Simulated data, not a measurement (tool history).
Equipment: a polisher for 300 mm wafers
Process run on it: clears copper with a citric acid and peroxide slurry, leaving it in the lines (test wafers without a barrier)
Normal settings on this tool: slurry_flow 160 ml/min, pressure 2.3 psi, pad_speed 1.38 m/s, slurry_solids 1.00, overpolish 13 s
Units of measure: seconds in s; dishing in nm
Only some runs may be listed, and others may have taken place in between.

run   hour  slurry_flow  pressure  pad_speed  slurry_solids  overpolish  wafers since the last listed run  wafers polished on this pad  hours since the slurry nozzle was cleaned  hours since the head pressure was calibrated  hours since the slurry blender was calibrated  incoming thickness of the incoming film, nm  seconds  dishing
  1    0.0          160       2.3       1.38           1.00          16                                 0                          432                                      241.3                                         956.8                                          140.7                                        361.9    164.4     18.0
  2   54.7          160       2.3       1.38           1.00          16                               457                          889                                      296.0                                        1011.5                                          195.4                                        358.8    164.2     17.7
  3  112.6          160       2.3       1.38           0.95          13                               484                         1374                                      353.9                                        1069.4                                          253.3                                        364.2    168.4     15.1
     135.3  -- worn pad replaced by a new one
  4  153.7          160       2.3       1.38           0.95          13                               310                          153                                      395.0                                        1110.5                                          294.4                                        357.7    166.1     14.7
  5  177.7          125       2.3       1.38           1.00          13                               200                          354                                      419.0                                        1134.5                                          318.4                                        354.2    165.9     14.5
  6  224.8          160       2.3       1.38           1.00          13                               394                          748                                      466.1                                        1181.6                                          365.5                                        354.1    165.3     15.0
  7  270.2          160       2.3       1.38           1.00          13                               379                         1128                                      511.5                                        1227.0                                          410.9                                        361.0    168.0     14.6
     273.3  -- slurry blender recalibrated
     313.4  -- slurry nozzle cleaned
     321.7  -- worn pad replaced by a new one
  8  334.2          185       2.8       1.38           1.00          13                               476                          104                                       20.8                                        1291.0                                           60.9                                        358.3    131.4     18.0
  9  371.8          160       2.3       1.38           1.00          13                               314                          419                                       58.4                                        1328.6                                           98.5                                        361.6    159.9     15.8
 10  424.8          160       2.3       1.38           1.00          19                               443                          862                                      111.4                                        1381.6                                          151.5                                        356.5    160.1     20.2
     453.6  -- head pressure recalibrated
 11  460.5          160       3.0       1.38           1.00          11                               281                         1144                                      147.1                                           6.9                                          187.2                                        360.5    129.5     16.3
 12  489.0          160       2.9       1.68           1.00          13                               238                         1383                                      175.6                                          35.4                                          215.7                                        356.3    109.6     20.7
     513.7  -- worn pad replaced by a new one
 13  540.0          160       2.3       1.38           1.00          18                               393                          219                                      226.6                                          86.4                                          266.7                                        360.4    161.2     19.7
 14  600.4          135       2.3       1.38           0.90          20                               505                          724                                      287.0                                         146.8                                          327.1                                        360.8    172.9     20.5
 15  651.0          160       2.3       1.38           1.00          13                               423                         1148                                      337.6                                         197.4                                          377.7                                        357.9    163.5     15.1
     660.2  -- slurry blender recalibrated
 16  681.6          160       2.3       1.64           1.20          13                               239                         1387                                      368.2                                         228.0                                           21.4                                        363.3    137.1     17.7
     689.5  -- worn pad replaced by a new one
 17  718.7          160       2.3       1.86           1.00          13                               276                          244                                      405.3                                         265.1                                           58.5                                        359.3    128.0     18.3
 18  784.3          200       2.3       1.38           1.00          10                               548                          793                                      470.9                                         330.7                                          124.1                                        354.1    161.7     12.4
     845.4  -- worn pad replaced by a new one
 19  849.3          160       2.3       1.38           1.00          13                               510                           32                                      535.9                                         395.7                                          189.1                                        361.9    172.6     14.8
 20  880.8          160       2.3       1.38           1.00          13                               263                          296                                      567.4                                         427.2                                          220.6                                        358.0    169.0     14.5

Run-by-run hidden state of the tool:
removal rate lost through wear of the pad, %: 0 at every run
deviation of the head's pressure from its setpoint, %: 0 at every run
abrasive missing from the slurry, %: 0 at every run
H1: slurry flow missing at the pad, %
run    H1
  1  19.3
  2  23.1
  3  27.1
  4    30
  5  31.7
  6  34.9
  7  38.1
  8  3.06
  9  5.68
 10  9.37
 11  11.9
 12  13.8
 13  17.4
 14  21.6
 15  25.1
 16  27.3
 17  29.8
 18  34.4
 19  38.9
 20  41.1

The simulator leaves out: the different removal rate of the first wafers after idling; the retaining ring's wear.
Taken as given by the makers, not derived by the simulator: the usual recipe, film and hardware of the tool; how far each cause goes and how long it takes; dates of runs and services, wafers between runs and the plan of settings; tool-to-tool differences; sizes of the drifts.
